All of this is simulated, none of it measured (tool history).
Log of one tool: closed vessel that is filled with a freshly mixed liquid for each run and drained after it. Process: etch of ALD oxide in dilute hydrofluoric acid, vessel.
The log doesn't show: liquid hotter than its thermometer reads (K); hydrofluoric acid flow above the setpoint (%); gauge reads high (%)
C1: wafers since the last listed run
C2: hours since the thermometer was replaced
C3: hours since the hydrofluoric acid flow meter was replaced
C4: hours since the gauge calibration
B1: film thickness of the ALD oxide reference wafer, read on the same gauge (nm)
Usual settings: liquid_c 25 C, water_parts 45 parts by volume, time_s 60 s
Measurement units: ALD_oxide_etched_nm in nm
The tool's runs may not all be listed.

run 1 hour=0 | liquid_c=21.5 water_parts=45 time_s=60 | C1=0 C2=705.3 C3=1347.3 C4=714.9 | B1=60.01 | ALD_oxide_etched_nm=24.53
run 2 hour=34.9 | liquid_c=25 water_parts=45 time_s=60 | C1=3077 C2=740.2 C3=1382.2 C4=749.8 | B1=59.99 | ALD_oxide_etched_nm=28.09
run 3 hour=57.7 | liquid_c=25 water_parts=45 time_s=60 | C1=2010 C2=763 C3=1405 C4=772.6 | B1=60 | ALD_oxide_etched_nm=28.32
run 4 hour=78 | liquid_c=25 water_parts=40 time_s=60 | C1=1789 C2=783.3 C3=1425.3 C4=792.9 | B1=59.98 | ALD_oxide_etched_nm=32.25
run 5 hour=112.6 | liquid_c=25 water_parts=40 time_s=60 | C1=3050 C2=817.9 C3=1459.9 C4=827.5 | B1=60.02 | ALD_oxide_etched_nm=31.94
run 6 hour=129.1 | liquid_c=25 water_parts=40 time_s=60 | C1=1454 C2=834.4 C3=1476.4 C4=844 | B1=60.01 | ALD_oxide_etched_nm=32.21
run 7 hour=160.1 | liquid_c=25 water_parts=45 time_s=60 | C1=2733 C2=865.4 C3=1507.4 C4=875 | B1=60.01 | ALD_oxide_etched_nm=28.55
run 8 hour=179.4 | liquid_c=25 water_parts=45 time_s=60 | C1=1701 C2=884.7 C3=1526.7 C4=894.3 | B1=60 | ALD_oxide_etched_nm=28.29
run 9 hour=213.8 | liquid_c=25 water_parts=50 time_s=60 | C1=3032 C2=919.1 C3=1561.1 C4=928.7 | B1=60.01 | ALD_oxide_etched_nm=25.59
run 10 hour=240.7 | liquid_c=25 water_parts=50 time_s=60 | C1=2371 C2=946 C3=1588 C4=955.6 | B1=60 | ALD_oxide_etched_nm=25.42
run 11 hour=258.1 | liquid_c=25 water_parts=50 time_s=60 | C1=1534 C2=963.4 C3=1605.4 C4=973 | B1=59.99 | ALD_oxide_etched_nm=25.37
run 12 hour=282.3 | liquid_c=22 water_parts=45 time_s=70 | C1=2133 C2=987.6 C3=1629.6 C4=997.2 | B1=59.99 | ALD_oxide_etched_nm=29.47
-- hour=292.4 thermometer replaced
-- hour=301.5 gauge calibrated
run 13 hour=312.4 | liquid_c=22 water_parts=45 time_s=70 | C1=2565 C2=20 C3=1659.7 C4=10.9 | B1=59.99 | ALD_oxide_etched_nm=29.51
run 14 hour=344.3 | liquid_c=22 water_parts=45 time_s=70 | C1=2812 C2=51.9 C3=1691.6 C4=42.8 | B1=60 | ALD_oxide_etched_nm=29.65
run 15 hour=373.2 | liquid_c=25 water_parts=45 time_s=60 | C1=2548 C2=80.8 C3=1720.5 C4=71.7 | B1=60 | ALD_oxide_etched_nm=28.4
-- hour=375.8 hydrofluoric acid flow meter replaced
run 16 hour=393.7 | liquid_c=25 water_parts=45 time_s=60 | C1=1719 C2=101.3 C3=17.9 C4=92.2 | B1=60.01 | ALD_oxide_etched_nm=26.45
run 17 hour=414.5 | liquid_c=22 water_parts=60 time_s=30 | C1=1833 C2=122.1 C3=38.7 C4=113 | B1=59.98 | ALD_oxide_etched_nm=8.53
run 18 hour=442.7 | liquid_c=25 water_parts=45 time_s=60 | C1=2486 C2=150.3 C3=66.9 C4=141.2 | B1=60 | ALD_oxide_etched_nm=26.51
run 19 hour=477 | liquid_c=21.5 water_parts=45 time_s=50 | C1=3024 C2=184.6 C3=101.2 C4=175.5 | B1=60.01 | ALD_oxide_etched_nm=19.05
run 20 hour=508.5 | liquid_c=29 water_parts=50 time_s=60 | C1=2777 C2=216.1 C3=132.7 C4=207 | B1=60.02 | ALD_oxide_etched_nm=27.7
run 21 hour=543.6 | liquid_c=28 water_parts=30 time_s=80 | C1=3094 C2=251.2 C3=167.8 C4=242.1 | B1=59.97 | ALD_oxide_etched_nm=62.03
run 22 hour=560.9 | liquid_c=29 water_parts=60 time_s=90 | C1=1525 C2=268.5 C3=185.1 C4=259.4 | B1=59.99 | ALD_oxide_etched_nm=34.6
run 23 hour=573.6 | liquid_c=25 water_parts=45 time_s=60 | C1=1119 C2=281.2 C3=197.8 C4=272.1 | B1=60.02 | ALD_oxide_etched_nm=26.47
run 24 hour=592.6 | liquid_c=25 water_parts=45 time_s=60 | C1=1675 C2=300.2 C3=216.8 C4=291.1 | B1=59.99 | ALD_oxide_etched_nm=26.55
run 25 hour=622.8 | liquid_c=25 water_parts=45 time_s=30 | C1=2662 C2=330.4 C3=247 C4=321.3 | B1=60.01 | ALD_oxide_etched_nm=13.28
run 26 hour=650.2 | liquid_c=22 water_parts=45 time_s=70 | C1=2415 C2=357.8 C3=274.4 C4=348.7 | B1=60 | ALD_oxide_etched_nm=27.69
run 27 hour=680.3 | liquid_c=28.5 water_parts=65 time_s=45 | C1=2653 C2=387.9 C3=304.5 C4=378.8 | B1=59.99 | ALD_oxide_etched_nm=15.67
run 28 hour=704.4 | liquid_c=23.5 water_parts=30 time_s=30 | C1=2124 C2=412 C3=328.6 C4=402.9 | B1=60.02 | ALD_oxide_etched_nm=19.17
run 29 hour=727.2 | liquid_c=27.5 water_parts=45 time_s=60 | C1=2010 C2=434.8 C3=351.4 C4=425.7 | B1=60.01 | ALD_oxide_etched_nm=29.73
run 30 hour=757.7 | liquid_c=21 water_parts=45 time_s=80 | C1=2689 C2=465.3 C3=381.9 C4=456.2 | B1=60.02 | ALD_oxide_etched_nm=30.29
run 31 hour=770.9 | liquid_c=30 water_parts=45 time_s=60 | C1=1163 C2=478.5 C3=395.1 C4=469.4 | B1=59.99 | ALD_oxide_etched_nm=32.94
run 32 hour=796.5 | liquid_c=28.5 water_parts=25 time_s=40 | C1=2257 C2=504.1 C3=420.7 C4=495 | B1=59.99 | ALD_oxide_etched_nm=38.91
run 33 hour=828.9 | liquid_c=25 water_parts=45 time_s=60 | C1=2856 C2=536.5 C3=453.1 C4=527.4 | B1=60.02 | ALD_oxide_etched_nm=26.98
run 34 hour=847.9 | liquid_c=21.5 water_parts=40 time_s=60 | C1=1675 C2=555.5 C3=472.1 C4=546.4 | B1=60.01 | ALD_oxide_etched_nm=26.62

Results for each run, recomputed without the tool's hidden state and with each run's random variation untouched:
run=1 ALD_oxide_etched_nm=22.96
run=2 ALD_oxide_etched_nm=26.23
run=3 ALD_oxide_etched_nm=26.42
run=4 ALD_oxide_etched_nm=30.07
run=5 ALD_oxide_etched_nm=29.73
run=6 ALD_oxide_etched_nm=29.96
run=7 ALD_oxide_etched_nm=26.51
run=8 ALD_oxide_etched_nm=26.24
run=9 ALD_oxide_etched_nm=23.68
run=10 ALD_oxide_etched_nm=23.5
run=11 ALD_oxide_etched_nm=23.43
run=12 ALD_oxide_etched_nm=27.21
run=13 ALD_oxide_etched_nm=27.21
run=14 ALD_oxide_etched_nm=27.3
run=15 ALD_oxide_etched_nm=26.1
run=16 ALD_oxide_etched_nm=26.42
run=17 ALD_oxide_etched_nm=8.51
run=18 ALD_oxide_etched_nm=26.41
run=19 ALD_oxide_etched_nm=18.95
run=20 ALD_oxide_etched_nm=27.5
run=21 ALD_oxide_etched_nm=61.49
run=22 ALD_oxide_etched_nm=34.26
run=23 ALD_oxide_etched_nm=26.2
run=24 ALD_oxide_etched_nm=26.25
run=25 ALD_oxide_etched_nm=13.11
run=26 ALD_oxide_etched_nm=27.3
run=27 ALD_oxide_etched_nm=15.41
run=28 ALD_oxide_etched_nm=18.86
run=29 ALD_oxide_etched_nm=29.21
run=30 ALD_oxide_etched_nm=29.7
run=31 ALD_oxide_etched_nm=32.29
run=32 ALD_oxide_etched_nm=38.1
run=33 ALD_oxide_etched_nm=26.37
run=34 ALD_oxide_etched_nm=26

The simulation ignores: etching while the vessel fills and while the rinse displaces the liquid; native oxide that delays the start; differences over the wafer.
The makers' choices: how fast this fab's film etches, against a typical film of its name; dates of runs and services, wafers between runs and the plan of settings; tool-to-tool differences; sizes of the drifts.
